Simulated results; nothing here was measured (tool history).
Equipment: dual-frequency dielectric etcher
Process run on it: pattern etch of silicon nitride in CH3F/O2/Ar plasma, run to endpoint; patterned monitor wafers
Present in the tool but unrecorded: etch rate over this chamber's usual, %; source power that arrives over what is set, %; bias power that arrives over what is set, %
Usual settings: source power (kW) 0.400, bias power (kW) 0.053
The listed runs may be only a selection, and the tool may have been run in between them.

| run | day | source power (kW) | bias power (kW) | wafers since the last listed run | hours since the last wet clean | hours since the last source power generator calibration | hours since the last bias power generator calibration | hours since the last upper electrode change | incoming incoming film thickness, nm | endpoint time (s) |
|---|---|---|---|---|---|---|---|---|---|---|
| 1 | 0.000 | 0.330 | 0.046 | 0 | 86.0 | 1192.8 | 2483.3 | 4145.6 | 24.83 | 50.0 |
| 2 | 3.300 | 0.330 | 0.046 | 1010 | 165.2 | 1272.0 | 2562.5 | 4224.8 | 25.06 | 50.3 |
| 3 | 6.471 | 0.330 | 0.046 | 970 | 241.3 | 1348.1 | 2638.6 | 4300.9 | 24.97 | 50.9 |
| 4 | 10.038 | 0.400 | 0.053 | 1092 | 326.9 | 1433.7 | 2724.2 | 4386.5 | 24.96 | 42.3 |
| 5 | 13.904 | 0.400 | 0.053 | 1183 | 419.7 | 1526.5 | 2817.0 | 4479.3 | 24.89 | 41.9 |
| 6 | 17.129 | 0.400 | 0.053 | 987 | 497.1 | 1603.9 | 2894.4 | 4556.7 | 24.97 | 42.0 |
|  | 18.812 | wet clean of the chamber |
|  | 20.896 | source power generator calibrated |
| 7 | 21.488 | 0.400 | 0.056 | 977 | 64.2 | 14.2 | 2999.0 | 4661.3 | 24.90 | 41.1 |
| 8 | 25.062 | 0.400 | 0.056 | 1094 | 150.0 | 100.0 | 3084.8 | 4747.1 | 25.12 | 42.1 |
|  | 25.679 | bias power generator calibrated |
| 9 | 26.654 | 0.400 | 0.053 | 436 | 188.2 | 138.2 | 23.4 | 4785.3 | 24.83 | 42.4 |
| 10 | 30.654 | 0.300 | 0.049 | 1224 | 284.2 | 234.2 | 119.4 | 4881.3 | 24.91 | 53.5 |
| 11 | 33.750 | 0.330 | 0.042 | 947 | 358.5 | 308.5 | 193.7 | 4955.6 | 25.10 | 52.9 |
| 12 | 35.788 | 0.400 | 0.064 | 623 | 407.4 | 357.4 | 242.6 | 5004.5 | 24.95 | 39.8 |
|  | 40.192 | upper electrode replaced |
| 13 | 41.458 | 0.400 | 0.053 | 1430 | 543.5 | 493.5 | 378.7 | 30.4 | 25.14 | 42.8 |
|  | 46.396 | wet clean of the chamber |
| 14 | 46.417 | 0.500 | 0.043 | 1212 | 0.5 | 612.5 | 497.7 | 149.4 | 25.21 | 39.9 |
| 15 | 49.188 | 0.470 | 0.062 | 848 | 67.0 | 679.0 | 564.2 | 215.9 | 24.69 | 35.7 |
| 16 | 53.100 | 0.400 | 0.053 | 1198 | 160.9 | 772.9 | 658.1 | 309.8 | 24.73 | 41.9 |
| 17 | 64.883 | 0.340 | 0.043 | 3608 | 443.7 | 1055.7 | 940.9 | 592.6 | 25.01 | 50.6 |

What if the next run were any one of these 3? Each begins from the tool's condition after run 17:
| A | 64.900 | 0.400 | 0.049 | 5 | 444.1 | 1056.1 | 941.3 | 593.0 | 24.83 | ? |
| B | 64.900 | 0.310 | 0.056 | 5 | 444.1 | 1056.1 | 941.3 | 593.0 | 24.83 | ? |
| C | 64.900 | 0.400 | 0.047 | 5 | 444.1 | 1056.1 | 941.3 | 593.0 | 24.83 | ? |

| run | endpoint time (s) |
|---|---|
| A | 43.2 |
| B | 48.9 |
| C | 43.8 |
Had the tool no hidden state, the same runs would have come out as:
| run | endpoint time (s) |
|---|---|
| A | 43.2 |
| B | 48.9 |
| C | 43.8 |

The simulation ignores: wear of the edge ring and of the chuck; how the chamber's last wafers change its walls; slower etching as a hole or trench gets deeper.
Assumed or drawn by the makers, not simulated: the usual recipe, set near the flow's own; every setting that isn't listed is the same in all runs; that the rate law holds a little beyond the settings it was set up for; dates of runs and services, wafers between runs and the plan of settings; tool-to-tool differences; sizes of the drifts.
